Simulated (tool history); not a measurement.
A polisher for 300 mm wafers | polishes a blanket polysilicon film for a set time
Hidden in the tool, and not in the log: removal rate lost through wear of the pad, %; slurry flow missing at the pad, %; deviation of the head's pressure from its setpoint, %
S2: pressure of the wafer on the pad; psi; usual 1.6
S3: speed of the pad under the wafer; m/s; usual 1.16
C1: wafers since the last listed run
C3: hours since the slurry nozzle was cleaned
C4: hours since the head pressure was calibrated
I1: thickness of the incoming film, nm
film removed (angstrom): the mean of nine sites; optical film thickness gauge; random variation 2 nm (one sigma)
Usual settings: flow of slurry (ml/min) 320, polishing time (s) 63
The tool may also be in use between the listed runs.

Run 1, hour 0.0: usual settings but S3 1.38 m/s, polishing time (s) 75; C1 0; wafers polished on this pad 745; C3 312.6; C4 944.6; I1 1952.7. Result: film removed (angstrom) 3817.
Run 2, hour 66.8: usual settings but S3 1.38 m/s, polishing time (s) 75; C1 431; wafers polished on this pad 1177; C3 379.4; C4 1011.4; I1 1936.8. Result: film removed (angstrom) 3742.
Run 3, hour 132.8: usual settings but S3 1.38 m/s, polishing time (s) 75; C1 426; wafers polished on this pad 1603; C3 445.4; C4 1077.4; I1 1980.2. Result: film removed (angstrom) 3721.
Run 4, hour 160.4: usual settings; C1 178; wafers polished on this pad 1782; C3 473.0; C4 1105.0; I1 1957.6. Result: film removed (angstrom) 2636.
At hour 221.0: head pressure recalibrated.
Run 5, hour 224.9: usual settings; C1 403; wafers polished on this pad 2186; C3 537.5; C4 3.9; I1 1938.2. Result: film removed (angstrom) 2614.
Run 6, hour 275.8: usual settings; C1 328; wafers polished on this pad 2515; C3 588.4; C4 54.8; I1 1936.2. Result: film removed (angstrom) 2578.
Run 7, hour 339.0: usual settings but polishing time (s) 71; C1 408; wafers polished on this pad 2923; C3 651.6; C4 118.0; I1 1976.6. Result: film removed (angstrom) 2848.
At hour 349.5: worn pad replaced by a new one.
Run 8, hour 405.8: usual settings; C1 405; wafers polished on this pad 363; C3 718.4; C4 184.8; I1 1957.8. Result: film removed (angstrom) 2661.
Run 9, hour 454.3: usual settings; C1 313; wafers polished on this pad 677; C3 766.9; C4 233.3; I1 1943.1. Result: film removed (angstrom) 2664.
At hour 481.7: slurry nozzle cleaned.
Run 10, hour 491.4: usual settings; C1 233; wafers polished on this pad 910; C3 9.7; C4 270.4; I1 1928.7. Result: film removed (angstrom) 2763.
Run 11, hour 557.4: usual settings; C1 426; wafers polished on this pad 1336; C3 75.7; C4 336.4; I1 1946.1. Result: film removed (angstrom) 2717.
Run 12, hour 597.3: usual settings; C1 257; wafers polished on this pad 1594; C3 115.6; C4 376.3; I1 1949.4. Result: film removed (angstrom) 2707.
Run 13, hour 661.1: usual settings; C1 412; wafers polished on this pad 2006; C3 179.4; C4 440.1; I1 1946.2. Result: film removed (angstrom) 2671.
Run 14, hour 694.9: usual settings; C1 218; wafers polished on this pad 2225; C3 213.2; C4 473.9; I1 1908.4. Result: film removed (angstrom) 2659.
Run 15, hour 737.3: usual settings but S2 1.9 psi, S3 1.04 m/s; C1 273; wafers polished on this pad 2499; C3 255.6; C4 516.3; I1 1924.1. Result: film removed (angstrom) 2798.
Run 16, hour 794.9: usual settings but S2 2.1 psi, S3 1.34 m/s, polishing time (s) 85; C1 372; wafers polished on this pad 2871; C3 313.2; C4 573.9; I1 1955.6. Result: film removed (angstrom) 5326.
At hour 803.0: worn pad replaced by a new one.
Run 17, hour 822.9: usual settings but polishing time (s) 79; C1 155; wafers polished on this pad 128; C3 341.2; C4 601.9; I1 1915.3. Result: film removed (angstrom) 3347.
Run 18, hour 873.2: usual settings but polishing time (s) 78; C1 325; wafers polished on this pad 453; C3 391.5; C4 652.2; I1 1969.7. Result: film removed (angstrom) 3273.

Run 19 comes next. What will it give?
Run 19, hour 932.9: usual settings but flow of slurry (ml/min) 235; C1 385; wafers polished on this pad 839; C3 451.2; C4 711.9; I1 1942.4. Result: film removed (angstrom) ?.

Run 19 gave film removed (angstrom) 2513.
Without the tool's hidden state the same run would have given film removed (angstrom) 2716.
